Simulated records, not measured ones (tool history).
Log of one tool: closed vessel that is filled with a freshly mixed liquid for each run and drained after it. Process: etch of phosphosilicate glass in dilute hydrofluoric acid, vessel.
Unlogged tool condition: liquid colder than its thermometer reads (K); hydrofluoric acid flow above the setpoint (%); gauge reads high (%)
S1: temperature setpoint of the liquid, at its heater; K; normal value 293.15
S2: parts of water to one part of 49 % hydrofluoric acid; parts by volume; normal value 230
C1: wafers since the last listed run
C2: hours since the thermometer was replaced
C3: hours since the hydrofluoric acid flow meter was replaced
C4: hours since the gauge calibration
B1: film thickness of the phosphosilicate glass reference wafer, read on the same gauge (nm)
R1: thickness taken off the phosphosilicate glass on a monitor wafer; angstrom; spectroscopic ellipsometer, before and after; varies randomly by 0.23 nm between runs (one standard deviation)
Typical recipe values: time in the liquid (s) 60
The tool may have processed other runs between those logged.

run 1 day=0 | S1=293.15 S2=230 time_in_the_liquid_(s)=60 | C1=0 C2=2587.1 C3=606.5 C4=460.3 | B1=70.01 | R1=252.5
run 2 day=4.862 | S1=290.15 S2=230 time_in_the_liquid_(s)=60 | C1=10234 C2=2703.8 C3=723.2 C4=577 | B1=69.97 | R1=223.6
run 3 day=6.688 | S1=293.15 S2=230 time_in_the_liquid_(s)=60 | C1=3841 C2=2747.6 C3=767 C4=620.8 | B1=70 | R1=251.6
run 4 day=7.833 | S1=293.15 S2=230 time_in_the_liquid_(s)=60 | C1=2411 C2=2775.1 C3=794.5 C4=648.3 | B1=70.02 | R1=250.4
run 5 day=9.246 | S1=293.15 S2=230 time_in_the_liquid_(s)=60 | C1=2973 C2=2809 C3=828.4 C4=682.2 | B1=69.98 | R1=249.6
run 6 day=10.638 | S1=293.15 S2=230 time_in_the_liquid_(s)=60 | C1=2929 C2=2842.4 C3=861.8 C4=715.6 | B1=70 | R1=246.6
run 7 day=12.592 | S1=293.15 S2=230 time_in_the_liquid_(s)=60 | C1=4113 C2=2889.3 C3=908.7 C4=762.5 | B1=69.98 | R1=248.6
run 8 day=14.312 | S1=293.15 S2=205 time_in_the_liquid_(s)=75 | C1=3621 C2=2930.6 C3=950 C4=803.8 | B1=70.02 | R1=357.8
run 9 day=16.679 | S1=293.15 S2=205 time_in_the_liquid_(s)=75 | C1=4981 C2=2987.4 C3=1006.8 C4=860.6 | B1=70.04 | R1=357
run 10 day=18.912 | S1=293.15 S2=230 time_in_the_liquid_(s)=60 | C1=4700 C2=3041 C3=1060.4 C4=914.2 | B1=70.02 | R1=245.2
-- day=24.088 thermometer replaced
run 11 day=25.038 | S1=293.15 S2=195 time_in_the_liquid_(s)=60 | C1=12804 C2=22.8 C3=1207.4 C4=1061.2 | B1=69.99 | R1=336.4
run 12 day=26.946 | S1=293.15 S2=230 time_in_the_liquid_(s)=60 | C1=4016 C2=68.6 C3=1253.2 C4=1107 | B1=70.05 | R1=277.2
-- day=28.912 gauge calibrated
run 13 day=29.167 | S1=293.15 S2=230 time_in_the_liquid_(s)=60 | C1=4674 C2=121.9 C3=1306.5 C4=6.1 | B1=69.98 | R1=273.2
run 14 day=30.946 | S1=291.15 S2=230 time_in_the_liquid_(s)=60 | C1=3744 C2=164.6 C3=1349.2 C4=48.8 | B1=70 | R1=255
run 15 day=32.212 | S1=290.15 S2=230 time_in_the_liquid_(s)=95 | C1=2666 C2=195 C3=1379.6 C4=79.2 | B1=70.01 | R1=384.6
run 16 day=34.829 | S1=290.15 S2=135 time_in_the_liquid_(s)=30 | C1=5507 C2=257.8 C3=1442.4 C4=142 | B1=69.95 | R1=229.1
run 17 day=36.904 | S1=293.15 S2=280 time_in_the_liquid_(s)=75 | C1=4367 C2=307.6 C3=1492.2 C4=191.8 | B1=70.01 | R1=263
run 18 day=39.542 | S1=293.15 S2=230 time_in_the_liquid_(s)=60 | C1=5551 C2=370.9 C3=1555.5 C4=255.1 | B1=70.01 | R1=271
run 19 day=40.575 | S1=295.65 S2=160 time_in_the_liquid_(s)=35 | C1=2174 C2=395.7 C3=1580.3 C4=279.9 | B1=69.99 | R1=266.4
run 20 day=41.888 | S1=293.15 S2=230 time_in_the_liquid_(s)=60 | C1=2762 C2=427.2 C3=1611.8 C4=311.4 | B1=70 | R1=266.6
run 21 day=42.992 | S1=293.15 S2=230 time_in_the_liquid_(s)=60 | C1=2324 C2=453.7 C3=1638.3 C4=337.9 | B1=69.99 | R1=267
run 22 day=45.425 | S1=293.15 S2=230 time_in_the_liquid_(s)=60 | C1=5121 C2=512.1 C3=1696.7 C4=396.3 | B1=70.01 | R1=272.7
-- day=46.454 hydrofluoric acid flow meter replaced
run 23 day=46.6 | S1=293.15 S2=120 time_in_the_liquid_(s)=45 | C1=2385 C2=540.3 C3=3.5 C4=424.5 | B1=70.02 | R1=439.3
run 24 day=49.117 | S1=290.15 S2=295 time_in_the_liquid_(s)=30 | C1=5297 C2=600.7 C3=63.9 C4=484.9 | B1=69.99 | R1=88.2
run 25 day=50.983 | S1=291.65 S2=230 time_in_the_liquid_(s)=85 | C1=3928 C2=645.5 C3=108.7 C4=529.7 | B1=70.02 | R1=356.2
run 26 day=53.825 | S1=290.65 S2=230 time_in_the_liquid_(s)=30 | C1=5981 C2=713.7 C3=176.9 C4=597.9 | B1=70.03 | R1=121.7
run 27 day=55.704 | S1=290.15 S2=310 time_in_the_liquid_(s)=30 | C1=3955 C2=758.8 C3=222 C4=643 | B1=70 | R1=81.5
run 28 day=58.388 | S1=293.15 S2=230 time_in_the_liquid_(s)=60 | C1=5647 C2=823.2 C3=286.4 C4=707.4 | B1=69.99 | R1=266.2
run 29 day=60.867 | S1=291.15 S2=285 time_in_the_liquid_(s)=30 | C1=5218 C2=882.7 C3=345.9 C4=766.9 | B1=70.03 | R1=95.7

Expected results for the next run?
run 30 day=62.221 | S1=297.15 S2=165 time_in_the_liquid_(s)=50 | C1=2850 C2=915.2 C3=378.4 C4=799.4 | B1=? | R1=?

Run 30 measured B1 69.97, R1 385.4 angstrom.
With the hidden condition absent and the run-to-run variation left alone, this run would have shown R1 399.5 angstrom.

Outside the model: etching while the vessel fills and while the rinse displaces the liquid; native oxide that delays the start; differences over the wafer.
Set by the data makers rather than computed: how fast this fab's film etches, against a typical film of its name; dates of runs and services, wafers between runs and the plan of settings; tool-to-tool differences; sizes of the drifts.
